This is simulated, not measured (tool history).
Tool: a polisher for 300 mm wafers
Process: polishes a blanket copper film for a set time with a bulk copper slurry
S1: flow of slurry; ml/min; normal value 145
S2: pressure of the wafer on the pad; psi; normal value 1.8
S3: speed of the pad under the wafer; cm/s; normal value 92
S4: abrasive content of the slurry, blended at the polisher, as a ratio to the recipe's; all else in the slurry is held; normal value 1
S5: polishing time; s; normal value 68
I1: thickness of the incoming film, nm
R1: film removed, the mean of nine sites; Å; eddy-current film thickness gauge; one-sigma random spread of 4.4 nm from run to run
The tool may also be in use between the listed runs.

run,hour,S1,S2,S3,S4,S5,I1,R1
1,0,145,1.8,92,1.2,68,2837.8,4449
2,26.4,145,1.8,92,1.2,68,2885.6,4481
3,92.4,145,1.8,92,1,68,2886.6,4235
4,134.9,125,1.8,92,1,68,2842.4,3988
# hour 147.2: slurry blender recalibrated
5,190.6,125,1.8,92,1,68,2840,4090
6,259.6,125,1.8,92,1,68,2866.7,3960
7,297,170,1.8,92,1,68,2887.7,4294
# hour 313.5: worn pad replaced by a new one
8,339.5,145,1.8,92,1,68,2861.5,3946
# hour 351.6: slurry nozzle cleaned
9,399.4,145,1.8,92,1,68,2855.6,3965
10,454.1,145,1.8,92,1,68,2884.6,3906
11,585,145,1.8,92,1,68,2846,3869
# hour 612.7: slurry blender recalibrated
12,649.5,145,1.8,92,1,68,2886.3,3854
13,712.9,95,2.4,118,1,68,2853.9,5631
# hour 765.1: worn pad replaced by a new one, repeated, since the last time left the tool worse
14,774.8,145,1.8,92,0.9,68,2906.2,4195
15,816,190,1.8,92,0.75,77,2900.1,4724
# hour 838.8: head pressure recalibrated
16,884.8,145,1.3,92,0.7,68,2898.2,2929
17,938.6,130,1.8,92,1,68,2812.1,4057
# hour 972: slurry blender recalibrated
18,1010.8,145,2.1,92,0.85,68,2883,4503
19,1059.7,145,2.4,114,1,68,2879.3,6462
20,1094.3,115,1.8,114,1,68,2866.3,4903
# hour 1100.2: worn pad replaced by a new one
21,1130,125,1.8,92,1,68,2871.4,4173
22,1194.3,145,2.2,92,1.25,68,2857.2,5286
23,1258.5,170,1.8,92,1,68,2806.1,4260
24,1299.4,145,1.8,62,1,68,2869.8,2844
# hour 1316.4: slurry nozzle cleaned
25,1324.4,105,2.1,92,1,61,2888.1,3930
26,1441.4,145,1.8,92,1,68,2903.1,4133
# hour 1449.2: slurry blender recalibrated
# hour 1469.6: worn pad replaced by a new one
27,1470.1,145,1.8,92,1,68,2833.2,4338
28,1537.6,145,1.8,120,1.2,87,2869.2,7487
29,1602.1,145,2.1,92,0.85,68,2859.3,4597

Measured less the same run without the tool's hidden state. The same run-to-run variation is in both; the gauge's scatter may not be:
Hidden state present: removal rate lost through wear of the pad, %; slurry flow missing at the pad, %; deviation of the head's pressure from its setpoint, %; abrasive missing from the slurry, %.
run,R1
1,-133
2,-152
3,-173
4,-176
5,-191
6,-193
7,-212
8,-374
9,-446
10,-481
11,-526
12,-535
13,-790
14,-32
15,-96
16,-101
17,-168
18,-212
19,-318
20,-248
21,-51
22,-146
23,-159
24,-117
25,-169
26,-200
27,-26
28,-197
29,-176
